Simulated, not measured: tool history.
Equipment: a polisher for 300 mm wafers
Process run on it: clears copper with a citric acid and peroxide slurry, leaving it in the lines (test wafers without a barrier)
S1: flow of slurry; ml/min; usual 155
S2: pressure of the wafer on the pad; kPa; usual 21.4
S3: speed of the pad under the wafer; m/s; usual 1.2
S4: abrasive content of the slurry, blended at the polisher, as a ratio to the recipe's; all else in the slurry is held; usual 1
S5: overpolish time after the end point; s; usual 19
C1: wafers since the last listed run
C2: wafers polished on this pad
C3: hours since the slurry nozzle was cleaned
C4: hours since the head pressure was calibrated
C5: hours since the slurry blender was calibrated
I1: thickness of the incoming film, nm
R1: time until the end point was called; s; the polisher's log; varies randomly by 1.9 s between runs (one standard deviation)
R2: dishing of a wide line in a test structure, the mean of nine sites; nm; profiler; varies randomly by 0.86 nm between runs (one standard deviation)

run 1 day=0 | S1=155 S2=21.4 S3=1.2 S4=1 S5=19 | C1=0 C2=797 C3=330.8 C4=671.5 C5=378.8 | I1=468.6 | R1=173.2 R2=34
run 2 day=0.575 | S1=155 S2=21.4 S3=1.2 S4=1 S5=19 | C1=65 C2=862 C3=344.6 C4=685.3 C5=392.6 | I1=467.6 | R1=171.5 R2=32.9
run 3 day=0.871 | S1=155 S2=21.4 S3=1.2 S4=1 S5=19 | C1=33 C2=896 C3=351.7 C4=692.4 C5=399.7 | I1=468.3 | R1=172.1 R2=34.1
run 4 day=1.129 | S1=155 S2=21.4 S3=1.44 S4=1 S5=19 | C1=29 C2=925 C3=357.9 C4=698.6 C5=405.9 | I1=464.3 | R1=149.3 R2=38.1
-- day=1.533 worn pad replaced by a new one
run 5 day=1.596 | S1=155 S2=21.4 S3=1.44 S4=1 S5=19 | C1=34 C2=7 C3=369.1 C4=709.8 C5=417.1 | I1=459.3 | R1=147.4 R2=37.8
run 6 day=2.071 | S1=155 S2=21.4 S3=1.44 S4=1 S5=19 | C1=54 C2=61 C3=380.5 C4=721.2 C5=428.5 | I1=459.6 | R1=149.3 R2=37.7
run 7 day=2.804 | S1=155 S2=21.4 S3=1.2 S4=0.8 S5=19 | C1=83 C2=144 C3=398.1 C4=738.8 C5=446.1 | I1=467.2 | R1=182.5 R2=32.9
run 8 day=3.488 | S1=155 S2=21.4 S3=1.2 S4=0.8 S5=19 | C1=77 C2=222 C3=414.5 C4=755.2 C5=462.5 | I1=467.2 | R1=183.1 R2=31.6
run 9 day=3.742 | S1=155 S2=21.4 S3=1.2 S4=0.8 S5=19 | C1=28 C2=251 C3=420.6 C4=761.3 C5=468.6 | I1=464.2 | R1=184.9 R2=30.8
run 10 day=4.433 | S1=155 S2=21.4 S3=1.2 S4=0.9 S5=19 | C1=78 C2=330 C3=437.2 C4=777.9 C5=485.2 | I1=462.9 | R1=180.1 R2=33.7
run 11 day=4.871 | S1=115 S2=21.4 S3=1.2 S4=1 S5=19 | C1=49 C2=379 C3=447.7 C4=788.4 C5=495.7 | I1=466.3 | R1=187.3 R2=30.9
run 12 day=5.379 | S1=155 S2=21.4 S3=1.2 S4=1 S5=19 | C1=57 C2=437 C3=459.9 C4=800.6 C5=507.9 | I1=465.8 | R1=178.3 R2=32.7
run 13 day=5.808 | S1=155 S2=24.8 S3=1.08 S4=1.1 S5=19 | C1=48 C2=486 C3=470.2 C4=810.9 C5=518.2 | I1=462.5 | R1=174.7 R2=33.7
run 14 day=6.067 | S1=155 S2=28.3 S3=1.2 S4=1 S5=19 | C1=29 C2=516 C3=476.4 C4=817.1 C5=524.4 | I1=464.8 | R1=150.3 R2=39.6
-- day=6.542 slurry blender recalibrated
run 15 day=6.762 | S1=155 S2=21.4 S3=0.96 S4=1.2 S5=25 | C1=69 C2=585 C3=493.1 C4=833.8 C5=5.3 | I1=461.4 | R1=188.8 R2=39.7
run 16 day=7.3 | S1=205 S2=21.4 S3=1.3 S4=1 S5=19 | C1=61 C2=647 C3=506 C4=846.7 C5=18.2 | I1=463.4 | R1=147.7 R2=38.4
run 17 day=7.567 | S1=105 S2=17.9 S3=1.02 S4=1 S5=24 | C1=30 C2=677 C3=512.4 C4=853.1 C5=24.6 | I1=466.6 | R1=222.4 R2=33.2
run 18 day=8.288 | S1=155 S2=14.5 S3=1.2 S4=1 S5=25 | C1=82 C2=759 C3=529.7 C4=870.4 C5=41.9 | I1=463.2 | R1=204 R2=37.2
run 19 day=8.738 | S1=155 S2=21.4 S3=1.2 S4=0.8 S5=19 | C1=51 C2=810 C3=540.5 C4=881.2 C5=52.7 | I1=465.9 | R1=172.4 R2=34
-- day=8.821 slurry nozzle cleaned
run 20 day=9.304 | S1=155 S2=21.4 S3=1.2 S4=1.3 S5=19 | C1=59 C2=870 C3=11.6 C4=894.8 C5=66.3 | I1=461.7 | R1=154.7 R2=36.1
-- day=9.933 head pressure recalibrated
-- day=9.975 worn pad replaced by a new one
run 21 day=9.996 | S1=155 S2=21.4 S3=1.2 S4=1.25 S5=10 | C1=64 C2=2 C3=28.2 C4=1.5 C5=82.9 | I1=457 | R1=153.7 R2=20.9
run 22 day=10.154 | S1=130 S2=14.5 S3=1.48 S4=0.8 S5=19 | C1=18 C2=20 C3=32 C4=5.3 C5=86.7 | I1=461.9 | R1=184.1 R2=32.1
run 23 day=10.438 | S1=155 S2=15.2 S3=1.2 S4=1 S5=26 | C1=32 C2=52 C3=38.8 C4=12.1 C5=93.5 | I1=465.2 | R1=200.5 R2=36.3
run 24 day=10.867 | S1=155 S2=29 S3=0.84 S4=1 S5=19 | C1=48 C2=101 C3=49.1 C4=22.4 C5=103.8 | I1=465.2 | R1=179.7 R2=32.5
run 25 day=11.229 | S1=155 S2=21.4 S3=1.2 S4=1 S5=19 | C1=41 C2=142 C3=57.8 C4=31.1 C5=112.5 | I1=463.8 | R1=168.7 R2=34.8
run 26 day=11.925 | S1=155 S2=21.4 S3=1.54 S4=1 S5=23 | C1=79 C2=222 C3=74.5 C4=47.8 C5=129.2 | I1=464.4 | R1=134.4 R2=44.6
run 27 day=12.192 | S1=155 S2=21.4 S3=0.84 S4=0.85 S5=19 | C1=30 C2=252 C3=80.9 C4=54.2 C5=135.6 | I1=467.9 | R1=228.4 R2=27.7
run 28 day=12.9 | S1=155 S2=21.4 S3=1.2 S4=1 S5=19 | C1=80 C2=333 C3=97.9 C4=71.2 C5=152.6 | I1=464.2 | R1=165.9 R2=34.8
run 29 day=13.617 | S1=205 S2=28.3 S3=1.52 S4=1.25 S5=19 | C1=81 C2=414 C3=115.1 C4=88.4 C5=169.8 | I1=467.6 | R1=107.5 R2=50.4
run 30 day=13.979 | S1=155 S2=15.9 S3=0.98 S4=1 S5=19 | C1=41 C2=456 C3=123.8 C4=97.1 C5=178.5 | I1=463.6 | R1=236.5 R2=25.6

Pick out some run-to-run changes in R1. Of each, how much would a tool without hidden state show as well, from the settings, what came in and chance, and how much is left for the hidden state and any gauge scatter not in both results compared?
What the log doesn't record here: removal rate lost through wear of the pad, %; slurry flow missing at the pad, %; deviation of the head's pressure from its setpoint, %; abrasive missing from the slurry, %.
Run 6 -> 7: S3 1.44 -> 1.2, S4 1 -> 0.8. R1 +33.2 s: hidden state +2.7, all else +30.5.
Run 14 -> 15: S2 28.3 -> 21.4, S3 1.2 -> 0.96, S4 1 -> 1.2, S5 19 -> 25, slurry blender recalibrated. R1 +38.5 s: hidden state -12.2, all else +50.7.
Run 16 -> 17: S1 205 -> 105, S2 21.4 -> 17.9, S3 1.3 -> 1.02, S5 19 -> 24. R1 +74.7 s: hidden state +0.7, all else +74.
Run 26 -> 27: S3 1.54 -> 0.84, S4 1 -> 0.85, S5 23 -> 19. R1 +94 s: hidden state +1.3, all else +92.7.
Run 29 -> 30: S1 205 -> 155, S2 28.3 -> 15.9, S3 1.52 -> 0.98, S4 1.25 -> 1. R1 +129 s: hidden state +2.2, all else +126.8.

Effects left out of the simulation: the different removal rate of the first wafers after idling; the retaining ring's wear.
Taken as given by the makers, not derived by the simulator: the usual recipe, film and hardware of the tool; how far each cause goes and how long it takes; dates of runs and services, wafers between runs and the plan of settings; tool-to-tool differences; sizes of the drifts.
